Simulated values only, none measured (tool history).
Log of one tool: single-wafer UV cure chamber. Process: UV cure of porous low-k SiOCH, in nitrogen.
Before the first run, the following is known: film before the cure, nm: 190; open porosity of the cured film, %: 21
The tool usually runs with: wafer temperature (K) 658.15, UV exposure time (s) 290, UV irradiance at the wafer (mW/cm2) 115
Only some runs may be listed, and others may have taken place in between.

| run | hour | wafer temperature (K) | UV exposure time (s) | UV irradiance at the wafer (mW/cm2) | wafers since the last listed run | hours since the UV bulbs were replaced | wafers since the quartz window was cleaned | loss of film thickness in the cure (%) |
|---|---|---|---|---|---|---|---|---|
| 1 | 0 | 658.15 | 290 | 115 | 0 | 2242.7 | 27 | 12.73 |
| 2 | 25.3 | 658.15 | 290 | 115 | 262 | 2268 | 289 | 12.863 |
| 3 | 106.7 | 658.15 | 290 | 115 | 845 | 2349.4 | 1135 | 12.446 |
| 4 | 138.8 | 658.15 | 290 | 115 | 333 | 2381.5 | 1469 | 12.64 |
| 5 | 160.2 | 658.15 | 290 | 115 | 222 | 2402.9 | 1691 | 12.474 |
| 6 | 189.9 | 658.15 | 290 | 115 | 308 | 2432.6 | 2000 | 12.656 |
| 7 | 204.6 | 658.15 | 290 | 115 | 152 | 2447.3 | 2153 | 12.494 |
| 8 | 236.4 | 658.15 | 290 | 115 | 330 | 2479.1 | 2483 | 12.402 |
|  | 256.1 | quartz window cleaned |
| 9 | 256.6 | 658.15 | 290 | 115 | 126 | 2499.3 | 5 | 12.411 |
| 10 | 267.4 | 671.15 | 235 | 115 | 112 | 2510.1 | 117 | 11.711 |
| 11 | 291.6 | 648.15 | 290 | 115 | 251 | 2534.3 | 369 | 12.207 |
| 12 | 319.8 | 658.15 | 290 | 115 | 293 | 2562.5 | 662 | 12.348 |
| 13 | 331.9 | 671.15 | 410 | 151 | 125 | 2574.6 | 787 | 15.449 |
|  | 340.4 | UV bulbs replaced |
| 14 | 365.3 | 658.15 | 290 | 115 | 263 | 24.9 | 1051 | 11.108 |
| 15 | 386.1 | 644.15 | 160 | 91 | 216 | 45.7 | 1268 | 7.309 |
| 16 | 410.3 | 647.15 | 290 | 150 | 251 | 69.9 | 1519 | 11.922 |
|  | 432.9 | UV bulbs replaced, repeated, since the last time left the tool worse |
| 17 | 443.5 | 667.15 | 115 | 93 | 261 | 10.6 | 1781 | 8.743 |
| 18 | 459.8 | 658.15 | 290 | 115 | 169 | 26.9 | 1950 | 13.717 |
| 19 | 478.3 | 666.15 | 290 | 115 | 192 | 45.4 | 2142 | 13.865 |
| 20 | 495.3 | 671.15 | 195 | 128 | 176 | 62.4 | 2319 | 12.425 |
| 21 | 508.6 | 658.15 | 290 | 115 | 138 | 75.7 | 2457 | 13.597 |

Measured result minus the same run's result without the hidden state. Both carry the same run-to-run variation, though not necessarily the same gauge scatter:
Hidden state at play: lamp output below its setpoint, %; transmission lost against a clean window, %.
| run | loss of film thickness in the cure (%) |
|---|---|
| 1 | -1.135 |
| 2 | -1.175 |
| 3 | -1.232 |
| 4 | -1.29 |
| 5 | -1.3 |
| 6 | -1.357 |
| 7 | -1.359 |
| 8 | -1.391 |
| 9 | -1.419 |
| 10 | -1.415 |
| 11 | -1.46 |
| 12 | -1.499 |
| 13 | -1.557 |
| 14 | -2.816 |
| 15 | -2.55 |
| 16 | -2.827 |
| 17 | -0.138 |
| 18 | -0.155 |
| 19 | -0.156 |
| 20 | -0.151 |
| 21 | -0.155 |

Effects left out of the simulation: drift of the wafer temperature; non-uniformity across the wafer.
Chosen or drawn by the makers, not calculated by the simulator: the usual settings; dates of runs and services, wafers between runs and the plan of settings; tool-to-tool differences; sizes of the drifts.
